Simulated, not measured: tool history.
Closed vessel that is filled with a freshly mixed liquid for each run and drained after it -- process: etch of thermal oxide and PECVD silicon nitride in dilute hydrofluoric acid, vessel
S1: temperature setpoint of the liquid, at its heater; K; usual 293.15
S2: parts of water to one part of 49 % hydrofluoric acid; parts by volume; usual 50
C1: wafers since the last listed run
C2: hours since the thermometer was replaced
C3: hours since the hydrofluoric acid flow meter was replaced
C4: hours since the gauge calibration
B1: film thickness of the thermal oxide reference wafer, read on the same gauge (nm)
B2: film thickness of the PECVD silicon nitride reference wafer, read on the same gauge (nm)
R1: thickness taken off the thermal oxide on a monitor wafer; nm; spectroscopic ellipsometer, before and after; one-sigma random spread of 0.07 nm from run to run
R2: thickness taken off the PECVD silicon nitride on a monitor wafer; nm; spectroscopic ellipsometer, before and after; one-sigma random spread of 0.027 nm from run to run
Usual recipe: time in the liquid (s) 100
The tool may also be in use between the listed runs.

{"run": 1, "day": 0.0, "S1": 293.15, "S2": 50, "time in the liquid (s)": 100, "C1": 0, "C2": 1838.1, "C3": 1401.2, "C4": 1309.0, "B1": 79.98, "B2": 50.0, "R1": 8.85, "R2": 8.54}
{"run": 2, "day": 8.417, "S1": 293.15, "S2": 50, "time in the liquid (s)": 100, "C1": 26334, "C2": 2040.1, "C3": 1603.2, "C4": 1511.0, "B1": 79.95, "B2": 50.0, "R1": 8.81, "R2": 8.67}
{"run": 3, "day": 9.471, "S1": 293.15, "S2": 50, "time in the liquid (s)": 100, "C1": 3298, "C2": 2065.4, "C3": 1628.5, "C4": 1536.3, "B1": 80.02, "B2": 49.99, "R1": 8.81, "R2": 8.6}
{"run": 4, "day": 12.1, "S1": 293.15, "S2": 50, "time in the liquid (s)": 100, "C1": 8226, "C2": 2128.5, "C3": 1691.6, "C4": 1599.4, "B1": 80.04, "B2": 49.99, "R1": 8.8, "R2": 8.64}
{"run": 5, "day": 14.554, "S1": 293.15, "S2": 50, "time in the liquid (s)": 100, "C1": 7678, "C2": 2187.4, "C3": 1750.5, "C4": 1658.3, "B1": 80.01, "B2": 49.99, "R1": 8.89, "R2": 8.71}
{"run": 6, "day": 17.129, "S1": 293.15, "S2": 50, "time in the liquid (s)": 100, "C1": 8056, "C2": 2249.2, "C3": 1812.3, "C4": 1720.1, "B1": 80.02, "B2": 50.0, "R1": 8.92, "R2": 8.75}
{"run": 7, "day": 18.329, "S1": 293.15, "S2": 50, "time in the liquid (s)": 100, "C1": 3754, "C2": 2278.0, "C3": 1841.1, "C4": 1748.9, "B1": 80.05, "B2": 49.99, "R1": 8.95, "R2": 8.73}
{"day": 19.962, "done": "hydrofluoric acid flow meter replaced"}
{"run": 8, "day": 20.783, "S1": 293.15, "S2": 50, "time in the liquid (s)": 100, "C1": 7548, "C2": 2336.9, "C3": 19.7, "C4": 1807.8, "B1": 79.97, "B2": 50.01, "R1": 8.99, "R2": 8.73}
{"run": 9, "day": 21.8, "S1": 293.15, "S2": 50, "time in the liquid (s)": 100, "C1": 3180, "C2": 2361.3, "C3": 44.1, "C4": 1832.2, "B1": 79.97, "B2": 49.98, "R1": 8.9, "R2": 8.78}
{"run": 10, "day": 24.521, "S1": 297.15, "S2": 50, "time in the liquid (s)": 100, "C1": 8513, "C2": 2426.6, "C3": 109.4, "C4": 1897.5, "B1": 80.0, "B2": 49.98, "R1": 10.55, "R2": 11.48}
{"run": 11, "day": 25.933, "S1": 297.15, "S2": 50, "time in the liquid (s)": 100, "C1": 4419, "C2": 2460.5, "C3": 143.3, "C4": 1931.4, "B1": 80.02, "B2": 49.98, "R1": 10.67, "R2": 11.48}
{"day": 26.204, "done": "gauge calibrated"}
{"run": 12, "day": 28.042, "S1": 297.15, "S2": 50, "time in the liquid (s)": 100, "C1": 6596, "C2": 2511.1, "C3": 193.9, "C4": 44.1, "B1": 80.05, "B2": 49.97, "R1": 10.64, "R2": 11.6}
{"run": 13, "day": 30.696, "S1": 293.15, "S2": 50, "time in the liquid (s)": 100, "C1": 8304, "C2": 2574.8, "C3": 257.6, "C4": 107.8, "B1": 79.96, "B2": 50.0, "R1": 8.84, "R2": 8.84}
{"run": 14, "day": 33.15, "S1": 290.15, "S2": 50, "time in the liquid (s)": 100, "C1": 7678, "C2": 2633.7, "C3": 316.5, "C4": 166.7, "B1": 80.01, "B2": 50.0, "R1": 7.87, "R2": 7.21}
{"day": 34.379, "done": "thermometer replaced"}
{"run": 15, "day": 35.162, "S1": 293.15, "S2": 50, "time in the liquid (s)": 65, "C1": 6166, "C2": 18.8, "C3": 364.8, "C4": 215.0, "B1": 79.97, "B2": 49.97, "R1": 6.21, "R2": 6.33}
{"run": 16, "day": 37.438, "S1": 293.15, "S2": 65, "time in the liquid (s)": 100, "C1": 7118, "C2": 73.4, "C3": 419.4, "C4": 269.6, "B1": 80.0, "B2": 50.03, "R1": 7.24, "R2": 7.53}
{"run": 17, "day": 39.821, "S1": 290.15, "S2": 25, "time in the liquid (s)": 130, "C1": 7457, "C2": 130.6, "C3": 476.6, "C4": 326.8, "B1": 79.95, "B2": 50.01, "R1": 22.63, "R2": 20.21}
{"run": 18, "day": 40.904, "S1": 293.15, "S2": 50, "time in the liquid (s)": 100, "C1": 3389, "C2": 156.6, "C3": 502.6, "C4": 352.8, "B1": 80.03, "B2": 50.0, "R1": 9.55, "R2": 9.78}
{"run": 19, "day": 42.075, "S1": 293.15, "S2": 50, "time in the liquid (s)": 100, "C1": 3663, "C2": 184.7, "C3": 530.7, "C4": 380.9, "B1": 80.04, "B2": 49.99, "R1": 9.49, "R2": 9.84}
{"day": 44.454, "done": "thermometer replaced, repeated, since the last time left the tool worse"}
{"run": 20, "day": 48.221, "S1": 293.15, "S2": 50, "time in the liquid (s)": 135, "C1": 19098, "C2": 90.4, "C3": 678.2, "C4": 528.4, "B1": 79.98, "B2": 50.0, "R1": 11.4, "R2": 10.92}
{"run": 21, "day": 51.062, "S1": 298.15, "S2": 40, "time in the liquid (s)": 100, "C1": 8891, "C2": 158.6, "C3": 746.4, "C4": 596.6, "B1": 79.96, "B2": 50.0, "R1": 13.17, "R2": 14.1}
{"run": 22, "day": 53.512, "S1": 290.15, "S2": 75, "time in the liquid (s)": 135, "C1": 7665, "C2": 217.4, "C3": 805.2, "C4": 655.4, "B1": 79.99, "B2": 50.02, "R1": 6.59, "R2": 5.97}
{"run": 23, "day": 55.454, "S1": 298.15, "S2": 75, "time in the liquid (s)": 100, "C1": 6075, "C2": 264.0, "C3": 851.8, "C4": 702.0, "B1": 79.93, "B2": 50.0, "R1": 6.77, "R2": 7.68}
{"run": 24, "day": 57.467, "S1": 296.65, "S2": 50, "time in the liquid (s)": 155, "C1": 6296, "C2": 312.3, "C3": 900.1, "C4": 750.3, "B1": 79.99, "B2": 49.99, "R1": 15.34, "R2": 15.94}
{"run": 25, "day": 58.8, "S1": 298.15, "S2": 75, "time in the liquid (s)": 120, "C1": 4171, "C2": 344.3, "C3": 932.1, "C4": 782.3, "B1": 80.02, "B2": 50.01, "R1": 8.2, "R2": 9.22}
{"run": 26, "day": 60.85, "S1": 290.15, "S2": 45, "time in the liquid (s)": 155, "C1": 6414, "C2": 393.5, "C3": 981.3, "C4": 831.5, "B1": 80.0, "B2": 49.97, "R1": 12.85, "R2": 11.36}
{"run": 27, "day": 62.567, "S1": 297.65, "S2": 75, "time in the liquid (s)": 100, "C1": 5371, "C2": 434.7, "C3": 1022.5, "C4": 872.7, "B1": 80.01, "B2": 50.02, "R1": 6.64, "R2": 7.44}

Below are 3 alternative next runs, each starting from the tool's condition after run 27. Predict each:
{"run": "A", "day": 62.596, "S1": 293.15, "S2": 50, "time in the liquid (s)": 55, "C1": 91, "C2": 435.4, "C3": 1023.2, "C4": 873.4, "B1": "?", "B2": "?", "R1": "?", "R2": "?"}
{"run": "B", "day": 62.596, "S1": 293.15, "S2": 50, "time in the liquid (s)": 85, "C1": 91, "C2": 435.4, "C3": 1023.2, "C4": 873.4, "B1": "?", "B2": "?", "R1": "?", "R2": "?"}
{"run": "C", "day": 62.596, "S1": 290.15, "S2": 70, "time in the liquid (s)": 60, "C1": 91, "C2": 435.4, "C3": 1023.2, "C4": 873.4, "B1": "?", "B2": "?", "R1": "?", "R2": "?"}

run=A B1=80.00 B2=50.01 R1=4.72 R2=4.51
run=B B1=80.00 B2=50.01 R1=7.30 R2=6.97
run=C B1=80.00 B2=50.01 R1=3.16 R2=2.88
Without the tool's unlogged condition, the same runs would have read:
run=A R1=4.61 R2=4.33
run=B R1=7.12 R2=6.69
run=C R1=3.09 R2=2.76
